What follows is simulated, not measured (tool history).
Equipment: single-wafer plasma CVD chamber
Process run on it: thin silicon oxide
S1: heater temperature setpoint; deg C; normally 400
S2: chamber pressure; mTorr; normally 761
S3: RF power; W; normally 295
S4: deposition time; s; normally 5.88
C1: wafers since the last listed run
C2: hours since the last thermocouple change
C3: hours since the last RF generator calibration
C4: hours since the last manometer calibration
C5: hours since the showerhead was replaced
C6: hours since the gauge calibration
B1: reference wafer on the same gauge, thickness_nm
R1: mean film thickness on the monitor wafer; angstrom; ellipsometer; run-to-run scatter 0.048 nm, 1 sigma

run    hour   S1   S2   S3    S4    C1      C2      C3      C4      C5      C6      B1      R1
  1       0  400  702  295  5.88     0   608.1  1879.1   117.6  5074.5   768.5  10.795   90.64
  2    58.7  400  702  295  5.88  2269   666.8  1937.8   176.3  5133.2   827.2  10.803   90.18
  3    95.7  400  702  295  5.88  1430   703.8  1974.8   213.3  5170.2   864.2  10.804   89.59
  4   125.7  400  761  295  5.88  1159   733.8  2004.8   243.3  5200.2   894.2  10.795   98.22
  5   195.6  400  761  295  6.31  2701   803.7  2074.7   313.2  5270.1   964.1  10.805   103.1
  6   263.3  400  761  295  6.31  2616   871.4  2142.4   380.9  5337.8  1031.8  10.796  102.61
  7   304.1  406  761  295  5.88  1577   912.2  2183.2   421.7  5378.6  1072.6    10.8   95.84
  8   371.4  400  761  295  5.88  2601   979.5  2250.5     489  5445.9  1139.9  10.796    94.8
  9   422.8  400  761  295  5.58  1986  1030.9  2301.9   540.4  5497.3  1191.3  10.792    90.2
 10   467.2  412  761  295  5.88  1716  1075.3  2346.3   584.8  5541.7  1235.7  10.811   93.31
 11   510.9  403  761  295  6.67  1689    1119    2390   628.5  5585.4  1279.4  10.797  105.82
 12   555.8  403  761  295  6.67  1735  1163.9  2434.9   673.4  5630.3  1324.3  10.797  105.04
 13   608.5  400  761  335  5.27  2037  1216.6  2487.6   726.1    5683    1377  10.803   90.24
 14   645.1  400  761  295  5.88  1414  1253.2  2524.2   762.7  5719.6  1413.6  10.794   92.44
 15   706.7  392  592  295  5.02  2381  1314.8  2585.8   824.3  5781.2  1475.2  10.793   59.47
 16   740.1  400  702  295  5.88  1291  1348.2  2619.2   857.7  5814.6  1508.6  10.802    84.1
      762.3  -- showerhead replaced
        784  -- gauge calibrated
 17   805.6  389  696  260   6.8  2222  1413.7  2684.7   923.2    43.3    21.6  10.801   87.09
      862.7  -- RF generator calibrated
      889.9  -- thermocouple changed; heater temperature recalibrated
 18    1003  400  761  295  6.31  7011   113.1   140.3  1120.6   240.7     219  10.789  103.52
 19  1141.1  400  591  295  5.32  5338   251.2   278.4  1258.7   378.8   357.1  10.795   66.32
     1189.4  -- capacitance manometer re-zeroed and calibrated
 20  1204.6  400  761  295  5.88  2145   314.7   341.9    15.2   442.3   420.6  10.802  103.62
 21  1266.8  411  761  345   6.4  2404   376.9   404.1    77.4   504.5   482.8  10.797  122.11
 22  1423.3  400  761  255  6.76  6049   533.4   560.6   233.9     661   639.3  10.813  104.99
 23  1453.7  400  761  295  5.88  1175   563.8     591   264.3   691.4   669.7  10.811  102.51
 24  1519.6  400  910  340  5.88  2547   629.7   656.9   330.2   757.3   735.6  10.802  129.62
 25  1582.1  412  821  255  5.88  2415   692.2   719.4   392.7   819.8   798.1  10.785   97.56

Alternative continuations, all from the tool just after run 25; predict every row:
  A  1582.5  400  761  295  5.88  15  692.6  719.8  393.1  820.2  798.5   ?   ?
  B  1582.5  412  635  320  5.11  15  692.6  719.8  393.1  820.2  798.5   ?   ?
  C  1582.5  410  847  295  6.97  15  692.6  719.8  393.1  820.2  798.5   ?   ?
  D  1582.5  400  761  315  5.88  15  692.6  719.8  393.1  820.2  798.5   ?   ?
  E  1582.5  393  662  345  4.79  15  692.6  719.8  393.1  820.2  798.5   ?   ?

run      B1      R1
  A  10.797  100.54
  B  10.797   75.24
  C  10.797  130.83
  D  10.797  104.74
  E  10.797    78.1
Had the tool no hidden state, the same runs would have come out as:
run      R1
  A  102.65
  B   76.95
  C  133.34
  D  106.91
  E   79.84

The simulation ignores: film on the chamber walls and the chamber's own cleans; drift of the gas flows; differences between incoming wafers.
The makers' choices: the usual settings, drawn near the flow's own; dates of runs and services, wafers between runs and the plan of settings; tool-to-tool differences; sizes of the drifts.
